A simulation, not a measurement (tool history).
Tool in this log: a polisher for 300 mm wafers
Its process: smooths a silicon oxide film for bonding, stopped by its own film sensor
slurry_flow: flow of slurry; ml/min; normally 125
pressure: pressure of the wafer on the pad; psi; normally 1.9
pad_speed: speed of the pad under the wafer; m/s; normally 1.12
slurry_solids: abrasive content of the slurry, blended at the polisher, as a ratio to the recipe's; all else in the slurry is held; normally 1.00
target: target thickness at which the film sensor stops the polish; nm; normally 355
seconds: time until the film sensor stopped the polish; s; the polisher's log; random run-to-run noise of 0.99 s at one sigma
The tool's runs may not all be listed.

run	hour	slurry_flow	pressure	pad_speed	slurry_solids	target	incoming thickness of the incoming film, nm	seconds
1	0.0	125	1.9	1.12	0.75	355	420.1	109.9
2	34.4	125	1.6	1.12	1.00	355	419.3	115.8
3	63.3	125	1.6	1.12	1.00	355	421.9	121.4
4	92.2	125	2.3	1.12	1.00	355	423.5	88.4
5	104.5	125	1.9	1.12	1.00	355	428.0	122.1
6	130.0	125	1.9	1.12	1.00	355	417.4	104.0
7	148.1	110	1.9	1.12	1.00	355	416.1	108.4
8	165.7	125	1.9	0.82	1.00	355	424.5	140.7
9	200.7	125	1.9	1.12	1.00	355	420.6	97.9
10	231.2	125	1.9	1.12	1.00	355	418.3	93.9
11	259.2	125	2.4	1.12	1.00	355	425.9	83.6
12	291.8	100	1.9	1.40	1.00	365	421.9	81.0
13	318.9	100	1.9	1.24	0.80	375	415.5	66.0
14	349.6	110	1.9	1.12	1.00	361	413.3	81.7
15	380.6	125	2.3	0.88	1.15	355	414.2	83.5
16	408.4	85	1.9	1.12	0.90	355	419.9	120.2
17	421.1	125	1.9	1.12	1.00	355	420.9	97.5
18	455.3	125	2.3	0.88	1.15	355	413.4	79.5
19	511.2	140	1.9	0.72	1.00	355	425.2	140.6
20	530.4	125	1.9	1.12	1.00	355	418.5	93.2
21	555.4	160	1.9	1.50	1.10	355	418.4	72.6

Not shown here: 11 entries made in the log between runs. Locate each between two listed runs and compare the hidden state at the listed run before it with the hidden state at the listed run after it:
Run 1 -> run 2: slurry blender recalibrated (hour 10.8)
  removal rate lost through wear of the pad, %: 0.0932 -> 1.02
  what was measured, less what the result would be without the hidden state, seconds: +0.1 -> +1.2 s
Run 4 -> run 5: worn pad replaced by a new one (hour 96.6)
  removal rate lost through wear of the pad, %: 5.4 -> 10
  what was measured, less what the result would be without the hidden state, seconds: +4.8 -> +12.3 s
Run 8 -> run 9: slurry blender recalibrated (hour 185.5); worn pad replaced by a new one, repeated, since the last time left the tool worse (hour 200.2)
  removal rate lost through wear of the pad, %: 12.5 -> 0.237
  what was measured, less what the result would be without the hidden state, seconds: +17.7 -> +0.2 s
Run 11 -> run 12: slurry nozzle cleaned (hour 271.0)
  removal rate lost through wear of the pad, %: 2.07 -> 4.67
  what was measured, less what the result would be without the hidden state, seconds: +1.7 -> +3.8 s
Run 12 -> run 13: worn pad replaced by a new one (hour 295.8)
  removal rate lost through wear of the pad, %: 4.67 -> 0.8
  what was measured, less what the result would be without the hidden state, seconds: +3.8 -> +0.5 s
Run 13 -> run 14: slurry blender recalibrated (hour 349.1)
  removal rate lost through wear of the pad, %: 0.8 -> 2.05
  what was measured, less what the result would be without the hidden state, seconds: +0.5 -> +1.7 s
Run 15 -> run 16: head pressure recalibrated (hour 404.2)
  removal rate lost through wear of the pad, %: 4.31 -> 7.21
  what was measured, less what the result would be without the hidden state, seconds: +3.6 -> +8.6 s
Run 16 -> run 17: worn pad replaced by a new one (hour 412.6)
  removal rate lost through wear of the pad, %: 7.21 -> 0.776
  what was measured, less what the result would be without the hidden state, seconds: +8.6 -> +0.7 s
Run 18 -> run 19: slurry blender recalibrated (hour 492.2)
  removal rate lost through wear of the pad, %: 1.7 -> 5.87
  what was measured, less what the result would be without the hidden state, seconds: +1.4 -> +8.2 s
Run 19 -> run 20: worn pad replaced by a new one (hour 529.9)
  removal rate lost through wear of the pad, %: 5.87 -> 0.0935
  what was measured, less what the result would be without the hidden state, seconds: +8.2 -> +0.1 s
